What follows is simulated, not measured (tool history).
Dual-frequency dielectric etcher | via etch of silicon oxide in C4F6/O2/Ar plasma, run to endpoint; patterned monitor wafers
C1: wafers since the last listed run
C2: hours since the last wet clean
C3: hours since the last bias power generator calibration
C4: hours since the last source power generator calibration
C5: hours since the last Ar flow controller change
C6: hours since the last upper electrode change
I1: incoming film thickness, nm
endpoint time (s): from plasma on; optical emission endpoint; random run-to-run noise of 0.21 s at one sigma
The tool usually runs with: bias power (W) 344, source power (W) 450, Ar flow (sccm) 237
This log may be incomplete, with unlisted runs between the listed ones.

{"run": 1, "hour": 0.0, "bias power (W)": 344, "source power (W)": 450, "Ar flow (sccm)": 237, "C1": 0, "C2": 376.2, "C3": 3700.2, "C4": 3476.1, "C5": 2523.2, "C6": 5627.6, "I1": 114.3, "endpoint time (s)": 26.4}
{"run": 2, "hour": 22.1, "bias power (W)": 344, "source power (W)": 450, "Ar flow (sccm)": 237, "C1": 368, "C2": 398.3, "C3": 3722.3, "C4": 3498.2, "C5": 2545.3, "C6": 5649.7, "I1": 114.2, "endpoint time (s)": 26.6}
{"run": 3, "hour": 44.3, "bias power (W)": 344, "source power (W)": 450, "Ar flow (sccm)": 237, "C1": 370, "C2": 420.5, "C3": 3744.5, "C4": 3520.4, "C5": 2567.5, "C6": 5671.9, "I1": 113.2, "endpoint time (s)": 25.6}
{"run": 4, "hour": 68.0, "bias power (W)": 344, "source power (W)": 450, "Ar flow (sccm)": 237, "C1": 395, "C2": 444.2, "C3": 3768.2, "C4": 3544.1, "C5": 2591.2, "C6": 5695.6, "I1": 115.1, "endpoint time (s)": 26.6}
{"run": 5, "hour": 87.9, "bias power (W)": 344, "source power (W)": 450, "Ar flow (sccm)": 237, "C1": 332, "C2": 464.1, "C3": 3788.1, "C4": 3564.0, "C5": 2611.1, "C6": 5715.5, "I1": 112.7, "endpoint time (s)": 26.2}
{"run": 6, "hour": 120.5, "bias power (W)": 344, "source power (W)": 450, "Ar flow (sccm)": 237, "C1": 544, "C2": 496.7, "C3": 3820.7, "C4": 3596.6, "C5": 2643.7, "C6": 5748.1, "I1": 113.5, "endpoint time (s)": 26.1}
{"run": 7, "hour": 139.7, "bias power (W)": 344, "source power (W)": 450, "Ar flow (sccm)": 210, "C1": 320, "C2": 515.9, "C3": 3839.9, "C4": 3615.8, "C5": 2662.9, "C6": 5767.3, "I1": 113.7, "endpoint time (s)": 25.9}
{"run": 8, "hour": 167.6, "bias power (W)": 265, "source power (W)": 510, "Ar flow (sccm)": 180, "C1": 465, "C2": 543.8, "C3": 3867.8, "C4": 3643.7, "C5": 2690.8, "C6": 5795.2, "I1": 113.8, "endpoint time (s)": 24.8}
{"hour": 182.1, "done": "source power generator calibrated"}
{"hour": 209.9, "done": "wet clean of the chamber"}
{"hour": 213.7, "done": "bias power generator calibrated"}
{"hour": 259.5, "done": "upper electrode replaced"}
{"hour": 262.4, "done": "wet clean of the chamber, repeated, since the last time left the tool worse"}
{"run": 9, "hour": 262.9, "bias power (W)": 408, "source power (W)": 450, "Ar flow (sccm)": 215, "C1": 611, "C2": 0.5, "C3": 49.2, "C4": 80.8, "C5": 2786.1, "C6": 3.4, "I1": 113.0, "endpoint time (s)": 23.9}
{"hour": 288.3, "done": "Ar flow controller replaced"}
{"run": 10, "hour": 288.8, "bias power (W)": 344, "source power (W)": 450, "Ar flow (sccm)": 237, "C1": 332, "C2": 26.4, "C3": 75.1, "C4": 106.7, "C5": 0.5, "C6": 29.3, "I1": 114.3, "endpoint time (s)": 25.3}
{"run": 11, "hour": 310.2, "bias power (W)": 344, "source power (W)": 450, "Ar flow (sccm)": 291, "C1": 357, "C2": 47.8, "C3": 96.5, "C4": 128.1, "C5": 21.9, "C6": 50.7, "I1": 114.4, "endpoint time (s)": 26.2}
{"run": 12, "hour": 334.7, "bias power (W)": 344, "source power (W)": 450, "Ar flow (sccm)": 210, "C1": 408, "C2": 72.3, "C3": 121.0, "C4": 152.6, "C5": 46.4, "C6": 75.2, "I1": 115.9, "endpoint time (s)": 25.1}
{"run": 13, "hour": 403.3, "bias power (W)": 344, "source power (W)": 390, "Ar flow (sccm)": 237, "C1": 1145, "C2": 140.9, "C3": 189.6, "C4": 221.2, "C5": 115.0, "C6": 143.8, "I1": 114.7, "endpoint time (s)": 27.7}
{"run": 14, "hour": 435.2, "bias power (W)": 392, "source power (W)": 550, "Ar flow (sccm)": 199, "C1": 532, "C2": 172.8, "C3": 221.5, "C4": 253.1, "C5": 146.9, "C6": 175.7, "I1": 113.4, "endpoint time (s)": 22.0}

Each row is a separate what-if for the run after 14, all from the same tool condition, not one after another. Results?
{"run": "A", "hour": 435.6, "bias power (W)": 344, "source power (W)": 450, "Ar flow (sccm)": 237, "C1": 6, "C2": 173.2, "C3": 221.9, "C4": 253.5, "C5": 147.3, "C6": 176.1, "I1": 114.2, "endpoint time (s)": "?"}
{"run": "B", "hour": 435.6, "bias power (W)": 419, "source power (W)": 390, "Ar flow (sccm)": 194, "C1": 6, "C2": 173.2, "C3": 221.9, "C4": 253.5, "C5": 147.3, "C6": 176.1, "I1": 114.2, "endpoint time (s)": "?"}
{"run": "C", "hour": 435.6, "bias power (W)": 386, "source power (W)": 450, "Ar flow (sccm)": 186, "C1": 6, "C2": 173.2, "C3": 221.9, "C4": 253.5, "C5": 147.3, "C6": 176.1, "I1": 114.2, "endpoint time (s)": "?"}
{"run": "D", "hour": 435.6, "bias power (W)": 389, "source power (W)": 500, "Ar flow (sccm)": 268, "C1": 6, "C2": 173.2, "C3": 221.9, "C4": 253.5, "C5": 147.3, "C6": 176.1, "I1": 114.2, "endpoint time (s)": "?"}
{"run": "E", "hour": 435.6, "bias power (W)": 344, "source power (W)": 410, "Ar flow (sccm)": 237, "C1": 6, "C2": 173.2, "C3": 221.9, "C4": 253.5, "C5": 147.3, "C6": 176.1, "I1": 114.2, "endpoint time (s)": "?"}

run=A endpoint_time_(s)=25.9
run=B endpoint_time_(s)=25.7
run=C endpoint_time_(s)=24.4
run=D endpoint_time_(s)=24.4
run=E endpoint_time_(s)=27.0
Take away the tool's hidden state, keep each run's random variation, and the runs would have read:
run=A endpoint_time_(s)=25.7
run=B endpoint_time_(s)=25.5
run=C endpoint_time_(s)=24.2
run=D endpoint_time_(s)=24.3
run=E endpoint_time_(s)=26.8
